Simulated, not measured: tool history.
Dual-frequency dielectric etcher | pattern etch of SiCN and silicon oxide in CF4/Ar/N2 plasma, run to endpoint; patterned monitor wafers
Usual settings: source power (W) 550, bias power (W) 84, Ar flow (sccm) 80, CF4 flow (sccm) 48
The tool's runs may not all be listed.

| run | hour | source power (W) | bias power (W) | Ar flow (sccm) | CF4 flow (sccm) | incoming incoming film thickness, nm | endpoint time (s) |
|---|---|---|---|---|---|---|---|
| 1 | 0.0 | 550 | 101 | 80 | 44 | 15.78 | 14.4 |
| 2 | 28.0 | 550 | 84 | 90 | 48 | 15.84 | 15.7 |
| 3 | 58.2 | 550 | 84 | 90 | 48 | 15.67 | 15.1 |
| 4 | 84.1 | 550 | 84 | 90 | 48 | 15.86 | 15.4 |
| 5 | 103.5 | 550 | 84 | 80 | 48 | 15.67 | 15.3 |
| 6 | 133.9 | 550 | 69 | 80 | 48 | 15.56 | 15.4 |
| 7 | 146.3 | 550 | 69 | 80 | 48 | 15.87 | 15.6 |
| 8 | 162.1 | 550 | 69 | 80 | 48 | 15.71 | 15.6 |
|  | 200.5 | upper electrode replaced |
| 9 | 201.0 | 620 | 84 | 80 | 48 | 15.63 | 13.0 |
| 10 | 210.9 | 550 | 84 | 75 | 40 | 15.61 | 15.0 |
|  | 237.6 | Ar flow controller replaced |
| 11 | 243.2 | 450 | 71 | 80 | 37 | 15.59 | 20.0 |
| 12 | 272.7 | 450 | 71 | 80 | 37 | 15.73 | 19.9 |
|  | 332.3 | bias power generator calibrated |
| 13 | 363.9 | 470 | 98 | 80 | 48 | 15.68 | 17.1 |
|  | 390.8 | source power generator calibrated |
|  | 391.3 | CF4 flow controller replaced |
|  | 402.2 | wet clean of the chamber |
| 14 | 446.1 | 430 | 92 | 69 | 40 | 15.69 | 20.0 |
| 15 | 474.9 | 550 | 84 | 80 | 48 | 15.67 | 15.2 |
| 16 | 577.8 | 550 | 84 | 80 | 48 | 15.89 | 15.1 |
| 17 | 592.8 | 550 | 84 | 66 | 53 | 15.72 | 14.7 |
| 18 | 615.0 | 590 | 94 | 80 | 36 | 15.66 | 13.8 |

Forecast each of these 3 alternatives for the next run:
| A | 615.4 | 550 | 77 | 80 | 48 | 15.81 | ? |
| B | 615.4 | 550 | 84 | 80 | 40 | 15.81 | ? |
| C | 615.4 | 620 | 84 | 68 | 45 | 15.81 | ? |

| run | endpoint time (s) |
|---|---|
| A | 15.3 |
| B | 15.3 |
| C | 13.0 |
Without the tool's hidden state the same runs would have given:
| run | endpoint time (s) |
|---|---|
| A | 15.9 |
| B | 15.9 |
| C | 13.4 |
